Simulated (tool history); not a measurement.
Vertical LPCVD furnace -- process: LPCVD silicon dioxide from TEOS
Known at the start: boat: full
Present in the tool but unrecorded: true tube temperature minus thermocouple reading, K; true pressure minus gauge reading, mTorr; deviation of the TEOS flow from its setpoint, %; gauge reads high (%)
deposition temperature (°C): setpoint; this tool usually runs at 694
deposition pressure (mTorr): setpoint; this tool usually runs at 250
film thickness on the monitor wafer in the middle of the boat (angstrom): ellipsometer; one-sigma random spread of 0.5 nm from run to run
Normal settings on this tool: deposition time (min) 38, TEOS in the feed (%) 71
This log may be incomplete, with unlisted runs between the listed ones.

| run | day | deposition temperature (°C) | deposition pressure (mTorr) | deposition time (min) | TEOS in the feed (%) | wafers since the last listed run | hours since the last temperature calibration | hours since the pressure gauge was zeroed | hours since the TEOS flow controller was replaced | hours since the gauge calibration | read-back reference wafer on the same gauge, thickness | film thickness on the monitor wafer in the middle of the boat (angstrom) |
|---|---|---|---|---|---|---|---|---|---|---|---|---|
| 1 | 0 | 694 | 250 | 38 | 71 | 0 | 1545.3 | 1270.2 | 5911.9 | 53.1 | 188.17 | 2485.1 |
| 2 | 0.646 | 694 | 250 | 38 | 71 | 223 | 1560.8 | 1285.7 | 5927.4 | 68.6 | 187.93 | 2494.8 |
| 3 | 1.417 | 694 | 250 | 38 | 71 | 267 | 1579.3 | 1304.2 | 5945.9 | 87.1 | 187.97 | 2475.6 |
| 4 | 2.146 | 694 | 250 | 38 | 71 | 252 | 1596.8 | 1321.7 | 5963.4 | 104.6 | 187.89 | 2491.9 |
| 5 | 2.838 | 694 | 250 | 38 | 71 | 239 | 1613.4 | 1338.3 | 5980 | 121.2 | 188.01 | 2487.1 |
| 6 | 3.112 | 694 | 250 | 38 | 71 | 95 | 1620 | 1344.9 | 5986.6 | 127.8 | 188.13 | 2488 |
| 7 | 3.404 | 694 | 250 | 38 | 71 | 101 | 1627 | 1351.9 | 5993.6 | 134.8 | 187.97 | 2490.2 |
| 8 | 3.788 | 694 | 250 | 44.5 | 71 | 132 | 1636.2 | 1361.1 | 6002.8 | 144 | 188.06 | 2929.6 |
| 9 | 4.392 | 694 | 250 | 38 | 71 | 209 | 1650.7 | 1375.6 | 6017.3 | 158.5 | 188.19 | 2474.8 |
| 10 | 5.021 | 694 | 250 | 38 | 71 | 218 | 1665.8 | 1390.7 | 6032.4 | 173.6 | 187.95 | 2483.6 |
|  | 6.1 | pressure gauge zeroed |
|  | 6.621 | thermocouples replaced and temperature profile calibrated |
| 11 | 6.654 | 694 | 250 | 38 | 71 | 39 | 0.8 | 13.3 | 6071.6 | 212.8 | 188.19 | 2278.3 |
| 12 | 7.012 | 694 | 250 | 38 | 71 | 124 | 9.4 | 21.9 | 6080.2 | 221.4 | 188.16 | 2291.3 |
| 13 | 7.288 | 694 | 250 | 38 | 71 | 95 | 16 | 28.5 | 6086.8 | 228 | 188.03 | 2291.2 |
| 14 | 7.967 | 687 | 310 | 46.5 | 58 | 235 | 32.3 | 44.8 | 6103.1 | 244.3 | 187.99 | 2400.7 |
|  | 8.212 | gauge calibrated |
|  | 9.521 | TEOS flow controller replaced |
| 15 | 9.542 | 694 | 250 | 32.5 | 71 | 199 | 70.1 | 82.6 | 0.5 | 31.9 | 187.98 | 1972.6 |
| 16 | 9.733 | 694 | 275 | 47 | 85 | 66 | 74.7 | 87.2 | 5.1 | 36.5 | 187.93 | 3288.2 |
| 17 | 9.925 | 682 | 250 | 38 | 71 | 66 | 79.3 | 91.8 | 9.7 | 41.1 | 188.02 | 1739.1 |
| 18 | 10.417 | 691 | 250 | 38 | 71 | 170 | 91.1 | 103.6 | 21.5 | 52.9 | 187.94 | 2160.5 |
| 19 | 10.817 | 694 | 250 | 38 | 71 | 138 | 100.7 | 113.2 | 31.1 | 62.5 | 188.08 | 2322.7 |
| 20 | 11.621 | 694 | 250 | 38 | 71 | 278 | 120 | 132.5 | 50.4 | 81.8 | 188.03 | 2323.1 |
| 21 | 12.329 | 686 | 250 | 38 | 61 | 245 | 137 | 149.5 | 67.4 | 98.8 | 187.76 | 1788.4 |
| 22 | 12.967 | 694 | 280 | 38 | 71 | 220 | 152.3 | 164.8 | 82.7 | 114.1 | 187.98 | 2468.6 |
| 23 | 13.25 | 694 | 250 | 52 | 71 | 98 | 159.1 | 171.6 | 89.5 | 120.9 | 188.08 | 3193.3 |
| 24 | 13.55 | 694 | 250 | 38 | 71 | 103 | 166.3 | 178.8 | 96.7 | 128.1 | 188.15 | 2343.6 |

State the hidden condition of the tool at each of the runs:
true pressure minus gauge reading, mTorr: 0, the same for each run
deviation of the TEOS flow from its setpoint, %: 0, the same for each run
gauge reads high (%): 0, the same for each run
H1: true tube temperature minus thermocouple reading, K
| run | H1 |
|---|---|
| 1 | 3.99 |
| 2 | 4 |
| 3 | 4.01 |
| 4 | 4.02 |
| 5 | 4.03 |
| 6 | 4.03 |
| 7 | 4.04 |
| 8 | 4.04 |
| 9 | 4.05 |
| 10 | 4.06 |
| 11 | 0.439 |
| 12 | 0.497 |
| 13 | 0.541 |
| 14 | 0.648 |
| 15 | 0.885 |
| 16 | 0.913 |
| 17 | 0.94 |
| 18 | 1.01 |
| 19 | 1.07 |
| 20 | 1.18 |
| 21 | 1.27 |
| 22 | 1.35 |
| 23 | 1.39 |
| 24 | 1.43 |

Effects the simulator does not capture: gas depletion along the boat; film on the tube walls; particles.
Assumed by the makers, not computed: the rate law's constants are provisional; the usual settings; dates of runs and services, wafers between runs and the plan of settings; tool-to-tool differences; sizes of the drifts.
